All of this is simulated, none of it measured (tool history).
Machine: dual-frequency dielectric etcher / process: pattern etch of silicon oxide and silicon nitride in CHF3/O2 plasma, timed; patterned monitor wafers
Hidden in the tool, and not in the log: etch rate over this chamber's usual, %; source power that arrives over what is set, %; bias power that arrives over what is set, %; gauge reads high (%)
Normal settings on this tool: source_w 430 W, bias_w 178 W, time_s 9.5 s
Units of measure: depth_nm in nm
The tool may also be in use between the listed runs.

run,hour,source_w,bias_w,time_s,wafers since the last listed run,hours since the last wet clean,hours since the last source power generator calibration,hours since the last bias power generator calibration,hours since the last upper electrode change,hours since the gauge calibration,"read-back reference wafer on the same gauge, depth_nm",depth_nm
1,0,430,178,11,0,285,3794.5,880.6,3122.7,396.6,13.3,14.9
2,41.8,430,178,11,860,326.8,3836.3,922.4,3164.5,438.4,13.31,14.89
# hour 76.8: wet clean of the chamber
3,107.1,430,178,11,849,30.3,3901.6,987.7,3229.8,503.7,13.31,14.94
4,162.6,430,178,9.5,1142,85.8,3957.1,1043.2,3285.3,559.2,13.31,12.87
5,223.6,430,178,9.5,1255,146.8,4018.1,1104.2,3346.3,620.2,13.31,12.9
6,296.5,430,178,9.5,1500,219.7,4091,1177.1,3419.2,693.1,13.3,12.82
# hour 416.2: wet clean of the chamber
7,416.7,430,178,9.5,1979,0.5,4211.2,1297.3,3539.4,813.3,13.31,12.9
8,460.5,430,178,9.5,901,44.3,4255,1341.1,3583.2,857.1,13.3,12.89
# hour 487.6: source power generator calibrated
9,505.2,370,178,8.5,837,89,17.6,1385.8,3627.9,901.8,13.3,10.55
10,543.3,370,178,8.5,783,127.1,55.7,1423.9,3666,939.9,13.31,10.59
11,616.4,370,178,8.5,1504,200.2,128.8,1497,3739.1,1013,13.29,10.54
12,657.3,430,178,9,841,241.1,169.7,1537.9,3780,1053.9,13.3,12.17
13,701.9,430,178,9.5,917,285.7,214.3,1582.5,3824.6,1098.5,13.3,12.9
# hour 746.9: wet clean of the chamber
14,747.4,430,178,9.5,442,0.5,259.8,1628,3870.1,1144,13.3,12.82
# hour 778.4: bias power generator calibrated
15,848.6,430,178,9.5,2000,101.7,361,70.2,3971.3,1245.2,13.3,12.88
16,901.4,430,178,11.5,1086,154.5,413.8,123,4024.1,1298,13.3,15.59
# hour 947.2: upper electrode replaced
17,994.4,430,178,9.5,1419,247.5,506.8,216,47.2,1391,13.28,12.88
# hour 1007.2: gauge calibrated
18,1076.1,430,207,9.5,1681,329.2,588.5,297.7,128.9,68.9,13.3,13.41
# hour 1116.6: wet clean of the chamber
19,1129.9,500,178,12.5,613,13.3,642.3,351.5,182.7,122.7,13.29,18.29
20,1231.8,500,208,10.5,2096,115.2,744.2,453.4,284.6,224.6,13.3,16.02
21,1268.1,430,153,8.5,746,151.5,780.5,489.7,320.9,260.9,13.3,11.06
22,1325.5,370,178,12,1181,208.9,837.9,547.1,378.3,318.3,13.3,15
23,1385.3,430,154,8,1230,268.7,897.7,606.9,438.1,378.1,13.29,10.45
24,1449.9,430,178,9.5,1329,333.3,962.3,671.5,502.7,442.7,13.3,12.86
# hour 1477.3: wet clean of the chamber
25,1494.5,430,178,8.5,423,17.2,1006.9,716.1,547.3,487.3,13.3,11.53
26,1547.3,540,178,11.5,1086,70,1059.7,768.9,600.1,540.1,13.31,17.63
27,1594.7,360,203,12,975,117.4,1107.1,816.3,647.5,587.5,13.29,15.18
28,1637.7,380,201,12,884,160.4,1150.1,859.3,690.5,630.5,13.3,15.7
29,1675.7,430,154,8,781,198.4,1188.1,897.3,728.5,668.5,13.3,10.43

Here are 4 independent what-if runs from the current tool condition. What would each one return?
A,1676.1,430,147,9.5,8,198.8,1188.5,897.7,728.9,668.9,?,?
B,1676.1,520,203,9.5,8,198.8,1188.5,897.7,728.9,668.9,?,?
C,1676.1,530,135,11,8,198.8,1188.5,897.7,728.9,668.9,?,?
D,1676.1,490,163,12,8,198.8,1188.5,897.7,728.9,668.9,?,?

run,"read-back reference wafer on the same gauge, depth_nm",depth_nm
A,13.28,12.37
B,13.28,14.85
C,13.28,15.69
D,13.28,17.19
Without the tool's unlogged condition, the same runs would have read:
run,depth_nm
A,12.37
B,14.85
C,15.69
D,17.19

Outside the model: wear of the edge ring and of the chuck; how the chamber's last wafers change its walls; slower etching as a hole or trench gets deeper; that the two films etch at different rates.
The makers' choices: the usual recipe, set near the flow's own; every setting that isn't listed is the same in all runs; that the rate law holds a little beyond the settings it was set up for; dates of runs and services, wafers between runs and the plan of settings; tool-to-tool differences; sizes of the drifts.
